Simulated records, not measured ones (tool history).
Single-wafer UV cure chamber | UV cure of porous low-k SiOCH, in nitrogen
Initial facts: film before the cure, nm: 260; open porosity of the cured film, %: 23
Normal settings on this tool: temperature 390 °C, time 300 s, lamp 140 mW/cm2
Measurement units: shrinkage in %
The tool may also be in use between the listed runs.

run     day  temperature  time  lamp  shrinkage
  1   0.000          390   300   140     15.697
  2   2.596          390   300   140     15.712
      3.821  -- quartz window cleaned
  3   3.842          390   300   140     17.175
  4   5.833          402   300   140     17.194
  5   7.750          402   300   140     17.205
  6  10.629          402   300   140     16.554
  7  12.621          390   300   140     16.125
  8  15.312          390   300   140     15.661
  9  17.346          390   300   140     16.289
 10  18.904          390   300   121     14.524
     20.850  -- quartz window cleaned
 11  20.871          390   300   140     16.946
 12  22.754          376   300   140     16.485
     23.933  -- UV bulbs replaced
 13  25.746          390   300   140     16.256
 14  27.775          390   300   140     16.068
 15  29.008          382   300   140     15.752
 16  30.108          382   300   140     15.650
 17  31.988          371   175   140     12.650
 18  33.446          390   300   140     15.691
 19  35.700          405   300   140     15.508
     37.092  -- quartz window cleaned
 20  38.679          390   300   140     16.334
 21  41.650          410   245   128     15.050
 22  44.179          374   450   168     18.969
 23  46.708          390   300   140     16.207
     49.696  -- quartz window cleaned
 24  55.454          390   300   140     16.406
 25  56.900          406   365   104     16.379
 26  58.304          390   300   140     16.119
 27  60.946          390   300   140     15.686
     64.825  -- quartz window cleaned
 28  66.192          376   180   102     12.202
 29  67.821          390   300   174     17.692
 30  69.912          380   200   174     14.983
 31  71.204          396   220   105     13.240
 32  74.108          390   300   140     15.902

Hidden state or all else? Some run-to-run changes of shrinkage, split into what the settings, what came in and random variation would give without the hidden state, and what is left for the hidden state (with any gauge scatter that isn't in both results):
Hidden conditions of the tool in this case: lamp output below its setpoint, %; transmission lost against a clean window, %.
Run 2 -> 3: quartz window cleaned. shrinkage +1.463 %: hidden state +1.196, all else +0.267.
Run 10 -> 11: lamp 121 -> 140, quartz window cleaned. shrinkage +2.422 %: hidden state +1.023, all else +1.399.
Run 19 -> 20: temperature 405 -> 390, quartz window cleaned. shrinkage +0.826 %: hidden state +1.107, all else -0.281.
Run 21 -> 22: temperature 410 -> 374, time 245 -> 450, lamp 128 -> 168. shrinkage +3.919 %: hidden state -0.236, all else +4.155.
Run 27 -> 28: temperature 390 -> 376, time 300 -> 180, lamp 140 -> 102, quartz window cleaned. shrinkage -3.484 %: hidden state +0.880, all else -4.364.
Run 28 -> 29: temperature 376 -> 390, time 180 -> 300, lamp 102 -> 174. shrinkage +5.490 %: hidden state -0.144, all else +5.634.
